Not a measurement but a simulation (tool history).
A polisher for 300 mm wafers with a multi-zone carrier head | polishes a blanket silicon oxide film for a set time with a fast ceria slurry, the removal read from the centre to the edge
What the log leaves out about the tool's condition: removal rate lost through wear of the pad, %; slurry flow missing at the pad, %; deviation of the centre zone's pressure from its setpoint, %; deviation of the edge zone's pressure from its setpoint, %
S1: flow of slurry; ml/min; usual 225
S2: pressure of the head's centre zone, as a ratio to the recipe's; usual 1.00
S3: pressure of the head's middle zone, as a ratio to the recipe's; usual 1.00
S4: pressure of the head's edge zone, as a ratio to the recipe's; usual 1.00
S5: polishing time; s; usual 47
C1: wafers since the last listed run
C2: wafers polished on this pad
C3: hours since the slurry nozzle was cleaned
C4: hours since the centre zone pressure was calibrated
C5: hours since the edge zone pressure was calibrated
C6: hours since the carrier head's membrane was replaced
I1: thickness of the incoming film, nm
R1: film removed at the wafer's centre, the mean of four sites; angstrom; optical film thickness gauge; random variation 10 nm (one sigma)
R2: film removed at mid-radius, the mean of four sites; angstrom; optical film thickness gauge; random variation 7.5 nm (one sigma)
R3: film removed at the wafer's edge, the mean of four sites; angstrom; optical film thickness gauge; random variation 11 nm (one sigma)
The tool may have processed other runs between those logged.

run   hour   S1    S2    S3    S4  S5   C1    C2     C3     C4     C5      C6      I1    R1     R2    R3
  1    0.0  170  0.88  1.00  1.00  38    0   517  117.5  166.3    0.5   838.5  2486.8  5433   5912  6063
  2   15.3  305  1.00  1.00  1.04  36  222   739  132.8  181.6   15.8   853.8  2510.0  5965   5708  6112
  3   43.5  225  1.00  1.00  1.00  47  409  1149  161.0  209.8   44.0   882.0  2480.7  7288   7386  7427
  4   92.6  290  1.00  1.00  1.00  42  713  1862  210.1  258.9   93.1   931.1  2541.7  6804   6563  6664
  5  120.8  225  1.00  1.00  1.00  47  409  2272  238.3  287.1  121.3   959.3  2528.6  7418   7108  7414
  6  139.2  275  0.94  1.08  1.00  47  267  2539  256.7  305.5  139.7   977.7  2525.7  7058   7529  7282
  7  168.4  225  1.00  1.00  1.00  36  424  2963  285.9  334.7  168.9  1006.9  2557.3  5628   5334  5629
     176.0  -- worn pad replaced by a new one
  8  186.4  175  0.96  1.10  1.00  62  203   150  303.9  352.7  186.9  1024.9  2523.8  9419  10442  9742
     202.1  -- carrier head's membrane replaced by a new one
  9  215.8  225  1.00  1.00  1.06  47  354   504  333.3  382.1  216.3    13.7  2533.7  7445   7316  7781
 10  241.2  225  1.00  1.00  1.00  47  368   873  358.7  407.5  241.7    39.1  2518.8  7433   7206  7477
 11  262.5  290  0.95  1.11  1.09  47  309  1183  380.0  428.8  263.0    60.4  2488.7  7457   8016  8001
 12  282.3  225  0.96  1.08  1.00  34  287  1471  399.8  448.6  282.8    80.2  2492.9  5198   5620  5279
 13  306.9  205  1.00  1.00  1.00  53  357  1828  424.4  473.2  307.4   104.8  2489.0  8212   7884  8174
 14  329.8  225  0.96  1.00  0.89  56  332  2161  447.3  496.1  330.3   127.7  2546.5  8417   8514  8201
 15  363.5  205  1.00  0.96  1.04  47  489  2650  481.0  529.8  364.0   161.4  2516.8  7315   6610  7197
 16  378.4  225  1.00  1.00  1.00  47  216  2867  495.9  544.7  378.9   176.3  2542.2  7289   7022  7225
     386.4  -- slurry nozzle cleaned
     394.4  -- worn pad replaced by a new one
 17  401.5  225  1.04  1.00  1.05  47  262   103   15.1  567.8  402.0   199.4  2524.5  7881   7316  7826
 18  430.1  225  1.00  1.00  1.00  36  415   519   43.7  596.4  430.6   228.0  2488.9  5954   5677  5844
 19  454.9  225  0.94  1.00  1.00  47  360   879   68.5  621.2  455.4   252.8  2517.1  7246   7308  7598
 20  504.8  290  1.00  1.00  0.93  47  724  1604  118.4  671.1  505.3   302.7  2491.9  7634   7440  7180
 21  534.5  225  1.00  1.00  1.10  47  431  2035  148.1  700.8  535.0   332.4  2542.6  7328   7046  7786
 22  595.2  150  1.00  1.00  1.00  60  881  2917  208.8  761.5  595.7   393.1  2493.7  8933   8614  8872
 23  627.1  225  1.00  0.89  1.08  47  463  3381  240.7  793.4  627.6   425.0  2507.9  7156   6206  7474

Forecast each of these 3 alternatives for the next run:
  A  627.5  225  1.00  1.00  1.08  47   5  3386  241.1  793.8  628.0  425.4  2481.8   ?   ?   ?
  B  627.5  205  1.00  1.03  1.00  51   5  3386  241.1  793.8  628.0  425.4  2481.8   ?   ?   ?
  C  627.5  225  1.00  1.00  1.00  41   5  3386  241.1  793.8  628.0  425.4  2481.8   ?   ?   ?

run    R1    R2    R3
  A  7077  6992  7473
  B  7599  7705  7748
  C  6174  6100  6276
Take away the tool's hidden state, keep each run's random variation, and the runs would have read:
run    R1    R2    R3
  A  7695  7603  8125
  B  8263  8378  8424
  C  6713  6633  6824
